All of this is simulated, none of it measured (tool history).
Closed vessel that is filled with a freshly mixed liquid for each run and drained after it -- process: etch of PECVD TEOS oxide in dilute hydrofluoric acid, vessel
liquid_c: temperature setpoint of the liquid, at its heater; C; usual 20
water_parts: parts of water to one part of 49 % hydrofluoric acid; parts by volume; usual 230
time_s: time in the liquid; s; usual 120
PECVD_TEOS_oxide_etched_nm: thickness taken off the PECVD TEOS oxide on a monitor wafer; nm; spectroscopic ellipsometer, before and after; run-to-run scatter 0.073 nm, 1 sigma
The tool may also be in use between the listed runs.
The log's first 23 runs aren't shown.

| run | hour | liquid_c | water_parts | time_s | read-back film thickness of the PECVD TEOS oxide reference wafer, read on the same gauge (nm) | PECVD_TEOS_oxide_etched_nm |
|---|---|---|---|---|---|---|
| 24 | 1144.7 | 20 | 230 | 140 | 100.03 | 8.71 |
| 25 | 1175.3 | 20 | 230 | 120 | 99.97 | 7.24 |
| 26 | 1243 | 20 | 230 | 120 | 100.03 | 7.31 |
| 27 | 1312.8 | 17 | 230 | 55 | 99.98 | 2.96 |
| 28 | 1382.2 | 17 | 230 | 120 | 100.01 | 6.47 |
| 29 | 1452.1 | 20 | 340 | 85 | 100 | 3.17 |
| 30 | 1504.5 | 20 | 165 | 120 | 100.02 | 10.67 |
| 31 | 1575.3 | 20 | 230 | 120 | 100.01 | 7.13 |
| 32 | 1607.4 | 20 | 295 | 95 | 99.99 | 4.14 |

Here are 5 independent what-if runs from the current tool condition. What would each one return?
| A | 1608.1 | 18 | 230 | 120 | ? | ? |
| B | 1608.1 | 20 | 230 | 65 | ? | ? |
| C | 1608.1 | 20 | 185 | 155 | ? | ? |
| D | 1608.1 | 20 | 230 | 150 | ? | ? |
| E | 1608.1 | 24.5 | 320 | 120 | ? | ? |

| run | read-back film thickness of the PECVD TEOS oxide reference wafer, read on the same gauge (nm) | PECVD_TEOS_oxide_etched_nm |
|---|---|---|
| A | 99.99 | 6.68 |
| B | 99.99 | 3.91 |
| C | 99.99 | 12.1 |
| D | 99.99 | 9.02 |
| E | 99.99 | 5.6 |
Had the tool no hidden state, the same runs would have come out as:
| run | PECVD_TEOS_oxide_etched_nm |
|---|---|
| A | 6.79 |
| B | 3.97 |
| C | 12.31 |
| D | 9.17 |
| E | 5.69 |
